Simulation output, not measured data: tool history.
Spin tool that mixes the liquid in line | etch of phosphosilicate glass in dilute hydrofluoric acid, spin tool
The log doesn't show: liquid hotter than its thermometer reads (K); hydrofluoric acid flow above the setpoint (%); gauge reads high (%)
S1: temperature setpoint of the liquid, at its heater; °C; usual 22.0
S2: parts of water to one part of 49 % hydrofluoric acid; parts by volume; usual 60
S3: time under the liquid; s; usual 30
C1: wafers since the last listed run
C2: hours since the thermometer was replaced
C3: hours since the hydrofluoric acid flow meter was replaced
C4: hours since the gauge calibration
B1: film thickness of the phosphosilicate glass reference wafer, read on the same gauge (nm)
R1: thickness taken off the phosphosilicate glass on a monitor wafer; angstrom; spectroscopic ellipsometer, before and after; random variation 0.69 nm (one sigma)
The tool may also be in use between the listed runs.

| run | hour | S1 | S2 | S3 | C1 | C2 | C3 | C4 | B1 | R1 |
|---|---|---|---|---|---|---|---|---|---|---|
| 1 | 0.0 | 22.0 | 60 | 40 | 0 | 345.6 | 711.9 | 685.2 | 60.00 | 1377.4 |
| 2 | 16.5 | 22.0 | 60 | 40 | 247 | 362.1 | 728.4 | 701.7 | 60.02 | 1382.7 |
| 3 | 22.9 | 22.0 | 60 | 30 | 96 | 368.5 | 734.8 | 708.1 | 60.01 | 1030.9 |
| 4 | 39.5 | 22.0 | 60 | 30 | 249 | 385.1 | 751.4 | 724.7 | 60.00 | 1040.6 |
|  | 46.7 | gauge calibrated |
| 5 | 57.2 | 22.0 | 85 | 30 | 265 | 402.8 | 769.1 | 10.5 | 59.99 | 712.0 |
| 6 | 95.9 | 22.0 | 85 | 30 | 581 | 441.5 | 807.8 | 49.2 | 60.01 | 719.6 |
| 7 | 110.4 | 22.0 | 60 | 30 | 217 | 456.0 | 822.3 | 63.7 | 60.03 | 1040.3 |
| 8 | 119.4 | 22.0 | 60 | 30 | 135 | 465.0 | 831.3 | 72.7 | 60.02 | 1052.6 |
| 9 | 134.2 | 22.0 | 50 | 30 | 222 | 479.8 | 846.1 | 87.5 | 59.98 | 1278.6 |
| 10 | 144.6 | 22.0 | 60 | 30 | 156 | 490.2 | 856.5 | 97.9 | 59.98 | 1053.7 |
| 11 | 161.3 | 22.0 | 60 | 30 | 250 | 506.9 | 873.2 | 114.6 | 59.98 | 1048.2 |
| 12 | 180.8 | 22.0 | 60 | 30 | 292 | 526.4 | 892.7 | 134.1 | 59.98 | 1054.2 |
| 13 | 190.7 | 19.5 | 70 | 40 | 148 | 536.3 | 902.6 | 144.0 | 60.01 | 1076.5 |
| 14 | 200.6 | 22.0 | 60 | 30 | 148 | 546.2 | 912.5 | 153.9 | 59.97 | 1052.6 |
|  | 207.5 | thermometer replaced |
| 15 | 208.0 | 22.0 | 60 | 30 | 96 | 0.5 | 919.9 | 161.3 | 60.00 | 1000.6 |
|  | 210.4 | hydrofluoric acid flow meter replaced |
| 16 | 220.0 | 20.5 | 75 | 30 | 165 | 12.5 | 9.6 | 173.3 | 60.00 | 738.6 |
| 17 | 244.7 | 24.5 | 35 | 30 | 370 | 37.2 | 34.3 | 198.0 | 60.01 | 1972.5 |
| 18 | 251.1 | 25.5 | 60 | 20 | 96 | 43.6 | 40.7 | 204.4 | 60.03 | 763.7 |
| 19 | 265.2 | 23.5 | 60 | 30 | 211 | 57.7 | 54.8 | 218.5 | 60.04 | 1052.7 |
| 20 | 274.1 | 22.0 | 60 | 30 | 133 | 66.6 | 63.7 | 227.4 | 59.98 | 1001.5 |
| 21 | 284.9 | 22.0 | 60 | 30 | 162 | 77.4 | 74.5 | 238.2 | 59.98 | 1001.4 |
| 22 | 298.4 | 22.0 | 60 | 30 | 202 | 90.9 | 88.0 | 251.7 | 59.99 | 1004.5 |
| 23 | 305.2 | 20.0 | 60 | 30 | 102 | 97.7 | 94.8 | 258.5 | 59.99 | 916.1 |
| 24 | 313.9 | 26.5 | 30 | 20 | 130 | 106.4 | 103.5 | 267.2 | 60.02 | 1677.6 |
| 25 | 328.2 | 22.0 | 80 | 20 | 214 | 120.7 | 117.8 | 281.5 | 60.03 | 488.5 |
| 26 | 344.4 | 18.5 | 45 | 30 | 243 | 136.9 | 134.0 | 297.7 | 59.99 | 1180.3 |
| 27 | 388.2 | 19.0 | 60 | 45 | 657 | 180.7 | 177.8 | 341.5 | 60.02 | 1330.4 |
| 28 | 405.5 | 19.0 | 45 | 20 | 259 | 198.0 | 195.1 | 358.8 | 60.00 | 808.2 |
| 29 | 415.1 | 22.0 | 60 | 30 | 144 | 207.6 | 204.7 | 368.4 | 60.00 | 1012.1 |
| 30 | 428.4 | 26.0 | 60 | 30 | 199 | 220.9 | 218.0 | 381.7 | 60.02 | 1195.0 |
| 31 | 442.9 | 22.0 | 60 | 30 | 217 | 235.4 | 232.5 | 396.2 | 59.96 | 1024.2 |
| 32 | 476.7 | 23.5 | 70 | 20 | 507 | 269.2 | 266.3 | 430.0 | 60.03 | 612.0 |
| 33 | 484.4 | 22.0 | 35 | 45 | 115 | 276.9 | 274.0 | 437.7 | 60.00 | 2730.0 |

4 ways to go on from here, each from the tool as it stands after run 33. What would each give?
| A | 484.8 | 22.0 | 60 | 30 | 6 | 277.3 | 274.4 | 438.1 | ? | ? |
| B | 484.8 | 19.5 | 90 | 40 | 6 | 277.3 | 274.4 | 438.1 | ? | ? |
| C | 484.8 | 22.0 | 70 | 40 | 6 | 277.3 | 274.4 | 438.1 | ? | ? |
| D | 484.8 | 24.5 | 60 | 40 | 6 | 277.3 | 274.4 | 438.1 | ? | ? |

| run | B1 | R1 |
|---|---|---|
| A | 59.99 | 1027.8 |
| B | 59.99 | 794.9 |
| C | 59.99 | 1159.8 |
| D | 59.99 | 1517.2 |
Without the tool's hidden state the same runs would have given:
| run | R1 |
|---|---|
| A | 981.3 |
| B | 758.9 |
| C | 1107.7 |
| D | 1449.9 |
